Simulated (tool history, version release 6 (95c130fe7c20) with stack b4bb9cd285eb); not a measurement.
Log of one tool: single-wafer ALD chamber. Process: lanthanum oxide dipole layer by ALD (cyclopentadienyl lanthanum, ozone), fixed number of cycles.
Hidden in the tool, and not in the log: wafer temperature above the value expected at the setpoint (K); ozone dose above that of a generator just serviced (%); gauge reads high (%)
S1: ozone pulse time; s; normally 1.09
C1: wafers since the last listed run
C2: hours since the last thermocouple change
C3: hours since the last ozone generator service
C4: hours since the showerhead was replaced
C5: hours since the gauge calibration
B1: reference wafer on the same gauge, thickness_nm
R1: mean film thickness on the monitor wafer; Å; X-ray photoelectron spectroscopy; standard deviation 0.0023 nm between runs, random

run,day,S1,C1,C2,C3,C4,C5,B1,R1
1,0.000,1.09,0,429.1,253.0,1571.9,96.8,0.371,4.48
2,1.754,1.09,577,471.2,295.1,1614.0,138.9,0.371,4.41
3,4.950,1.09,1051,547.9,371.8,1690.7,215.6,0.372,4.43
4,8.638,1.09,1213,636.4,460.3,1779.2,304.1,0.371,4.39
# day 10.642: ozone generator serviced
5,10.662,1.30,556,685.0,0.5,1827.8,352.7,0.371,4.49
6,13.312,1.30,872,748.6,64.1,1891.4,416.3,0.371,4.49
7,17.729,1.30,1453,854.6,170.1,1997.4,522.3,0.371,4.49
# day 18.200: ozone generator serviced, repeated, since the last time left the tool worse
8,21.183,1.28,1026,937.5,71.6,2080.3,605.2,0.371,4.83
9,24.275,1.28,1017,1011.7,145.8,2154.5,679.4,0.371,4.80
10,27.788,1.09,1155,1096.0,230.1,2238.8,763.7,0.371,4.45
11,31.050,1.50,1073,1174.3,308.4,2317.1,842.0,0.371,4.88
12,34.196,0.96,1035,1249.8,383.9,2392.6,917.5,0.371,4.10
13,36.025,1.09,601,1293.7,427.8,2436.5,961.4,0.371,4.42
14,38.204,1.48,717,1346.0,480.1,2488.8,1013.7,0.371,4.82
# day 39.233: ozone generator serviced
# day 41.088: showerhead replaced
15,41.100,1.09,733,1415.5,44.8,0.3,1083.2,0.371,4.48
# day 42.296: thermocouple changed; heater temperature recalibrated
16,43.612,0.75,717,31.6,105.1,60.6,1143.5,0.371,3.43
# day 44.471: gauge calibrated
17,47.812,0.82,1382,132.4,205.9,161.4,80.2,0.371,3.70
18,50.875,1.45,1007,205.9,279.4,234.9,153.7,0.371,4.86
19,53.946,1.46,1010,279.6,353.1,308.6,227.4,0.371,4.85
20,56.025,1.09,684,329.5,403.0,358.5,277.3,0.371,4.43

For each run, the measured value with the value that run would have given without the tool's hidden condition subtracted. The run-to-run variation is shared by both, the gauge scatter possibly not:
run,R1
1,-0.07
2,-0.08
3,-0.11
4,-0.16
5,-0.32
6,-0.32
7,-0.34
8,-0.02
9,-0.03
10,-0.05
11,-0.04
12,-0.13
13,-0.14
14,-0.08
15,-0.02
16,-0.03
17,-0.05
18,-0.03
19,-0.04
20,-0.11
